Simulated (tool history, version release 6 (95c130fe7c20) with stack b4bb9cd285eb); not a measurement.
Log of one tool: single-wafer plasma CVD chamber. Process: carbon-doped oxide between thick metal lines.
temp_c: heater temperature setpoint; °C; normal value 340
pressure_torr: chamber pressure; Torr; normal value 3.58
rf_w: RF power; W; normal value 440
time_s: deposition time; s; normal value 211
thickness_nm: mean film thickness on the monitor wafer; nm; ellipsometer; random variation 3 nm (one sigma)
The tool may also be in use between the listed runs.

run,hour,temp_c,pressure_torr,rf_w,time_s,wafers since the last listed run,hours since the last thermocouple change,hours since the last RF generator calibration,hours since the last manometer calibration,hours since the showerhead was replaced,hours since the gauge calibration,"read-back reference wafer on the same gauge, thickness_nm",thickness_nm
1,0,340,3.58,440,211,0,853.8,1174.2,1413.1,7478.4,127.4,1032.614,903.838
2,6.7,340,3.58,440,211,40,860.5,1180.9,1419.8,7485.1,134.1,1032.274,907.025
3,17.7,340,3.58,440,211,67,871.5,1191.9,1430.8,7496.1,145.1,1031.552,901.945
4,24.3,340,3.58,440,211,40,878.1,1198.5,1437.4,7502.7,151.7,1032.637,907.118
5,41.8,340,3.58,440,211,107,895.6,1216,1454.9,7520.2,169.2,1031.645,897.964
# hour 57.4: capacitance manometer re-zeroed and calibrated
6,63.2,336,3.58,470,211,81,917,1237.4,5.8,7541.6,190.6,1032.173,969.018
7,75.1,336,3.58,470,211,72,928.9,1249.3,17.7,7553.5,202.5,1031.124,968.628
8,85.3,336,3.58,470,211,62,939.1,1259.5,27.9,7563.7,212.7,1033.057,962.914
# hour 108.8: thermocouple changed; heater temperature recalibrated
9,109.3,340,3.58,440,211,97,0.5,1283.5,51.9,7587.7,236.7,1030.444,899.021
10,109.8,340,3.58,440,211,3,1,1284,52.4,7588.2,237.2,1031.048,903.313
11,118.8,340,3.58,440,211,55,10,1293,61.4,7597.2,246.2,1031.785,904.271
12,127.5,340,3.58,440,229,53,18.7,1301.7,70.1,7605.9,254.9,1031.88,981.762
# hour 133.5: gauge calibrated
13,139.2,340,3.58,440,211,71,30.4,1313.4,81.8,7617.6,5.7,1031.547,905.204
# hour 148.5: RF generator calibrated
14,156.6,351,3.58,440,211,57,47.8,8.1,99.2,7635,23.1,1032.06,837.321
# hour 173.5: showerhead replaced
15,174,340,3.09,440,211,57,65.2,25.5,116.6,0.5,40.5,1031.871,851.506
16,175.6,340,3.58,440,211,9,66.8,27.1,118.2,2.1,42.1,1031.837,862.588
17,190.4,334,3.25,510,195,90,81.6,41.9,133,16.9,56.9,1030.932,913.037
18,200.9,340,3.58,440,211,64,92.1,52.4,143.5,27.4,67.4,1031.956,862.579
19,212.9,340,4.38,440,211,73,104.1,64.4,155.5,39.4,79.4,1032.506,878.819
# hour 224.6: RF generator calibrated, repeated, since the last time left the tool worse
20,225.1,340,3.58,440,211,25,116.3,0.5,167.7,51.6,91.6,1031.935,936.169
21,235.5,336,3.19,465,190,63,126.7,10.9,178.1,62,102,1030.958,888.648
22,243.4,334,3.25,510,195,48,134.6,18.8,186,69.9,109.9,1031.874,979.307

Run 23, settings as shown, results not yet in. Your forecast:
23,259.1,336,3.19,375,190,96,150.3,34.5,201.7,85.6,125.6,?,?

{"run 23": {"read-back reference wafer on the same gauge, thickness_nm": 1033.288, "thickness_nm": 735.62}}
Minus the tool's unlogged condition, the same run would have read thickness_nm 744.206 nm.
